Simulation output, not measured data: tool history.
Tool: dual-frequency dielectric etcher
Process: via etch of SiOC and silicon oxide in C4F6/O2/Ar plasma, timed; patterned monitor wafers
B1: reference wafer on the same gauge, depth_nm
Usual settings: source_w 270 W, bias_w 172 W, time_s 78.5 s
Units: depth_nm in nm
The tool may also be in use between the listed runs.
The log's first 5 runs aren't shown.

run 6 hour=240 | source_w=270 bias_w=172 time_s=78.5 | B1=73.2 | depth_nm=73.2
run 7 hour=276.8 | source_w=270 bias_w=172 time_s=78.5 | B1=73.3 | depth_nm=72.9
-- hour=352.2 wet clean of the chamber
run 8 hour=352.7 | source_w=270 bias_w=172 time_s=78.5 | B1=73.2 | depth_nm=73.4
run 9 hour=366.5 | source_w=270 bias_w=172 time_s=78.5 | B1=73.2 | depth_nm=73.7
-- hour=385.6 source power generator calibrated
run 10 hour=401.2 | source_w=270 bias_w=172 time_s=78.5 | B1=73.2 | depth_nm=72.5
-- hour=458 upper electrode replaced
run 11 hour=458.5 | source_w=270 bias_w=199 time_s=78.5 | B1=73.1 | depth_nm=76.4
run 12 hour=562.5 | source_w=270 bias_w=199 time_s=78.5 | B1=73.2 | depth_nm=76.9
-- hour=564.4 gauge calibrated
run 13 hour=594.7 | source_w=200 bias_w=172 time_s=60.5 | B1=73.2 | depth_nm=52.3
run 14 hour=644.6 | source_w=220 bias_w=172 time_s=65.5 | B1=73.2 | depth_nm=57.6
-- hour=688.7 bias power generator calibrated
run 15 hour=689.2 | source_w=270 bias_w=172 time_s=78.5 | B1=73.2 | depth_nm=73.1
run 16 hour=732.4 | source_w=270 bias_w=130 time_s=71 | B1=73.2 | depth_nm=60.9
run 17 hour=792.9 | source_w=300 bias_w=199 time_s=95.5 | B1=73.3 | depth_nm=95.5
run 18 hour=828.6 | source_w=330 bias_w=153 time_s=78.5 | B1=73.2 | depth_nm=75.7
run 19 hour=898.3 | source_w=250 bias_w=200 time_s=62 | B1=73.2 | depth_nm=59.5
-- hour=932.9 wet clean of the chamber
run 20 hour=963.5 | source_w=300 bias_w=147 time_s=78.5 | B1=73.2 | depth_nm=72.3
run 21 hour=993.3 | source_w=270 bias_w=199 time_s=78.5 | B1=73.2 | depth_nm=75.5
run 22 hour=1053.4 | source_w=340 bias_w=205 time_s=78.5 | B1=73.2 | depth_nm=81.2
run 23 hour=1077.4 | source_w=270 bias_w=172 time_s=78.5 | B1=73.2 | depth_nm=73.4
run 24 hour=1124 | source_w=200 bias_w=172 time_s=60.5 | B1=73.2 | depth_nm=52.4
run 25 hour=1178 | source_w=300 bias_w=172 time_s=91 | B1=73.2 | depth_nm=86.6
run 26 hour=1225.2 | source_w=270 bias_w=172 time_s=60.5 | B1=73.2 | depth_nm=55.8
run 27 hour=1254.9 | source_w=290 bias_w=172 time_s=78.5 | B1=73.2 | depth_nm=74.1
run 28 hour=1279.1 | source_w=320 bias_w=172 time_s=63 | B1=73.3 | depth_nm=61
run 29 hour=1327.1 | source_w=290 bias_w=133 time_s=78.5 | B1=73.2 | depth_nm=69.5
run 30 hour=1388.8 | source_w=300 bias_w=140 time_s=63.5 | B1=73.2 | depth_nm=57.1

4 ways to go on from here, each from the tool as it stands after run 30. What would each give?
run A hour=1389.2 | source_w=210 bias_w=172 time_s=78.5 | B1=? | depth_nm=?
run B hour=1389.2 | source_w=240 bias_w=186 time_s=59 | B1=? | depth_nm=?
run C hour=1389.2 | source_w=230 bias_w=172 time_s=88 | B1=? | depth_nm=?
run D hour=1389.2 | source_w=270 bias_w=130 time_s=64.5 | B1=? | depth_nm=?

run=A B1=73.2 depth_nm=68.2
run=B B1=73.2 depth_nm=54.3
run=C B1=73.2 depth_nm=78.2
run=D B1=73.2 depth_nm=55.5
Without the tool's hidden state the same runs would have given:
run=A depth_nm=68.2
run=B depth_nm=54.3
run=C depth_nm=78.2
run=D depth_nm=55.5

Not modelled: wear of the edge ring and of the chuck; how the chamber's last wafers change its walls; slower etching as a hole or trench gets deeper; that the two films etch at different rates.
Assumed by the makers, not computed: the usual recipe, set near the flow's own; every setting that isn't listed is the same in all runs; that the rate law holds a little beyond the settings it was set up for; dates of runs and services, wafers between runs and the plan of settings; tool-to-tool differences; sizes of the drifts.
